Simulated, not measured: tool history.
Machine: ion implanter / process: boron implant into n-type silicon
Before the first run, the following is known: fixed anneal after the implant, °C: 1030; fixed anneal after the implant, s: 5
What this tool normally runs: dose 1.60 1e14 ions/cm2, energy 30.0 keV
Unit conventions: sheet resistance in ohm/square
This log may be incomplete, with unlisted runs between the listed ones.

run	hour	dose	energy	wafers since the last listed run	hours since the last dose calibration	hours since the extraction supply was calibrated	hours since the gauge calibration	read-back reference wafer on the same gauge, sheet resistance	sheet resistance
1	0.0	1.87	30.0	0	2475.9	3477.9	500.7	484.99	461.74
2	17.9	1.87	30.0	394	2493.8	3495.8	518.6	485.03	461.47
3	33.6	1.87	30.0	346	2509.5	3511.5	534.3	484.94	460.55
4	46.8	1.60	30.0	290	2522.7	3524.7	547.5	484.99	520.58
# hour 52.7: gauge calibrated
5	60.1	1.60	30.0	293	2536.0	3538.0	7.4	485.03	520.55
6	72.9	1.60	30.0	282	2548.8	3550.8	20.2	484.98	520.01
7	87.8	1.60	30.0	328	2563.7	3565.7	35.1	485.20	519.89
8	101.0	1.60	30.0	290	2576.9	3578.9	48.3	485.15	519.28
9	114.1	1.60	30.0	288	2590.0	3592.0	61.4	485.12	519.07
10	123.7	1.60	30.0	211	2599.6	3601.6	71.0	484.91	518.57
11	132.2	1.60	30.0	187	2608.1	3610.1	79.5	484.93	518.57
12	143.3	1.60	30.0	244	2619.2	3621.2	90.6	484.95	518.81
13	155.9	1.48	30.0	277	2631.8	3633.8	103.2	484.93	549.88
14	162.9	1.48	30.0	154	2638.8	3640.8	110.2	484.89	550.72
15	169.5	1.48	30.0	145	2645.4	3647.4	116.8	484.95	549.31
16	176.0	1.16	21.0	143	2651.9	3653.9	123.3	484.93	702.63
17	184.0	1.60	30.0	176	2659.9	3661.9	131.3	484.91	518.36
18	193.8	1.80	30.0	216	2669.7	3671.7	141.1	484.83	473.44
# hour 204.7: Faraday cup replaced and dose calibrated
19	211.4	1.46	20.5	211	6.7	3689.3	158.7	484.99	620.80
# hour 226.8: extraction supply calibrated
20	227.3	1.88	30.0	174	22.6	0.5	174.6	485.29	480.23
21	230.7	1.60	30.0	74	26.0	3.9	178.0	484.93	544.15
22	240.3	1.90	33.0	211	35.6	13.5	187.6	485.16	472.30
23	247.1	1.36	26.5	149	42.4	20.3	194.4	485.27	628.97
24	258.5	1.60	30.0	251	53.8	31.7	205.8	485.10	545.32
25	270.5	2.01	34.5	264	65.8	43.7	217.8	485.04	450.23
26	287.9	1.21	35.0	383	83.2	61.1	235.2	484.76	653.71
27	303.5	1.60	30.0	343	98.8	76.7	250.8	484.98	545.86
28	311.2	1.60	30.0	169	106.5	84.4	258.5	484.88	545.78
29	321.8	1.25	36.0	233	117.1	95.0	269.1	485.30	637.33
30	329.1	1.86	21.5	160	124.4	102.3	276.4	485.04	507.68
31	338.4	1.60	30.0	205	133.7	111.6	285.7	485.27	547.22
32	353.3	1.28	32.5	328	148.6	126.5	300.6	484.71	636.94
33	362.9	1.60	30.0	211	158.2	136.1	310.2	485.30	545.96
34	374.0	1.78	38.0	244	169.3	147.2	321.3	484.96	485.39
35	381.4	1.60	30.0	163	176.7	154.6	328.7	485.10	544.86
36	389.9	1.21	37.5	187	185.2	163.1	337.2	485.18	646.34

Some steps in sheet resistance, run to run, broken into two amounts with sign: the step expected even without the hidden condition (settings, incoming material, random variation), and the rest, left for the hidden condition together with whatever gauge scatter is not in both the measured and the hidden-condition-free result:
The tool's hidden condition here consists of: deviation of the true dose from the Faraday cup's reading, %; deviation of the true energy from its setpoint, %; gauge reads high (%).
Run 15 -> 16: dose 1.48 -> 1.16, energy 30.0 -> 21.0. sheet resistance +153.32 ohm/square: hidden state -7.79, all else +161.11.
Run 16 -> 17: dose 1.16 -> 1.60, energy 21.0 -> 30.0. sheet resistance -184.27 ohm/square: hidden state +8.80, all else -193.07.
Run 18 -> 19: dose 1.80 -> 1.46, energy 30.0 -> 20.5, Faraday cup replaced and dose calibrated. sheet resistance +147.36 ohm/square: hidden state +26.30, all else +121.06.
Run 22 -> 23: dose 1.90 -> 1.36, energy 33.0 -> 26.5. sheet resistance +156.67 ohm/square: hidden state +0.75, all else +155.92.
Run 25 -> 26: dose 2.01 -> 1.21, energy 34.5 -> 35.0. sheet resistance +203.48 ohm/square: hidden state +0.82, all else +202.66.
